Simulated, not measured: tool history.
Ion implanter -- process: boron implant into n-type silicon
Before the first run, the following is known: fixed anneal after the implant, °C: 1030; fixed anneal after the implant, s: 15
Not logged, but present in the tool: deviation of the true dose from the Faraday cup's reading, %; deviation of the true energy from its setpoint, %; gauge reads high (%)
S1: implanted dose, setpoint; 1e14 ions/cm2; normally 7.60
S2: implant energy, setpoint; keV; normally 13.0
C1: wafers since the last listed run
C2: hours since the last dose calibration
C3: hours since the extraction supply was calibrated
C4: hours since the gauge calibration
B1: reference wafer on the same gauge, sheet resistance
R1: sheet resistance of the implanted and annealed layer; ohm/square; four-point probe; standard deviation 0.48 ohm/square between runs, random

| run | hour | S1 | S2 | C1 | C2 | C3 | C4 | B1 | R1 |
|---|---|---|---|---|---|---|---|---|---|
| 1 | 0.0 | 7.60 | 13.0 | 0 | 1019.6 | 4312.9 | 161.6 | 160.00 | 148.77 |
| 2 | 29.4 | 7.60 | 13.0 | 293 | 1049.0 | 4342.3 | 191.0 | 160.06 | 149.43 |
| 3 | 57.5 | 7.60 | 13.0 | 280 | 1077.1 | 4370.4 | 219.1 | 159.88 | 150.17 |
| 4 | 110.4 | 6.18 | 15.5 | 527 | 1130.0 | 4423.3 | 272.0 | 160.16 | 174.96 |
| 5 | 180.9 | 6.18 | 15.5 | 703 | 1200.5 | 4493.8 | 342.5 | 160.08 | 176.28 |
| 6 | 218.6 | 7.60 | 16.0 | 375 | 1238.2 | 4531.5 | 380.2 | 160.13 | 145.87 |
| 7 | 259.6 | 7.60 | 13.0 | 408 | 1279.2 | 4572.5 | 421.2 | 159.93 | 149.28 |
|  | 288.2 | extraction supply calibrated |
| 8 | 322.3 | 7.60 | 13.0 | 545 | 1341.9 | 34.1 | 483.9 | 159.79 | 150.13 |
| 9 | 350.4 | 7.60 | 13.0 | 280 | 1370.0 | 62.2 | 512.0 | 160.19 | 148.79 |
| 10 | 383.7 | 7.60 | 11.5 | 332 | 1403.3 | 95.5 | 545.3 | 159.81 | 151.65 |
| 11 | 445.8 | 7.60 | 13.0 | 619 | 1465.4 | 157.6 | 607.4 | 160.33 | 149.68 |
| 12 | 478.7 | 9.05 | 16.5 | 328 | 1498.3 | 190.5 | 640.3 | 159.83 | 125.54 |
| 13 | 506.4 | 6.96 | 15.5 | 276 | 1526.0 | 218.2 | 668.0 | 160.02 | 158.54 |
|  | 567.1 | gauge calibrated |
| 14 | 569.4 | 5.76 | 15.0 | 628 | 1589.0 | 281.2 | 2.3 | 159.87 | 187.78 |
| 15 | 595.7 | 8.77 | 13.0 | 262 | 1615.3 | 307.5 | 28.6 | 160.12 | 132.15 |
|  | 630.3 | Faraday cup replaced and dose calibrated |
| 16 | 666.6 | 7.60 | 16.0 | 627 | 36.3 | 378.4 | 99.5 | 160.13 | 140.77 |
| 17 | 723.4 | 7.60 | 16.0 | 566 | 93.1 | 435.2 | 156.3 | 159.83 | 141.27 |
| 18 | 879.0 | 7.60 | 9.0 | 1551 | 248.7 | 590.8 | 311.9 | 159.93 | 150.92 |

State the hidden condition of the tool at each of the runs:
deviation of the true energy from its setpoint, %: 0 at every run
gauge reads high (%): 0 at every run
H1: deviation of the true dose from the Faraday cup's reading, %
| run | H1 |
|---|---|
| 1 | -4.02 |
| 2 | -4.07 |
| 3 | -4.11 |
| 4 | -4.19 |
| 5 | -4.28 |
| 6 | -4.33 |
| 7 | -4.37 |
| 8 | -4.44 |
| 9 | -4.47 |
| 10 | -4.5 |
| 11 | -4.55 |
| 12 | -4.58 |
| 13 | -4.6 |
| 14 | -4.64 |
| 15 | -4.66 |
| 16 | 0.253 |
| 17 | -0.174 |
| 18 | -1.16 |

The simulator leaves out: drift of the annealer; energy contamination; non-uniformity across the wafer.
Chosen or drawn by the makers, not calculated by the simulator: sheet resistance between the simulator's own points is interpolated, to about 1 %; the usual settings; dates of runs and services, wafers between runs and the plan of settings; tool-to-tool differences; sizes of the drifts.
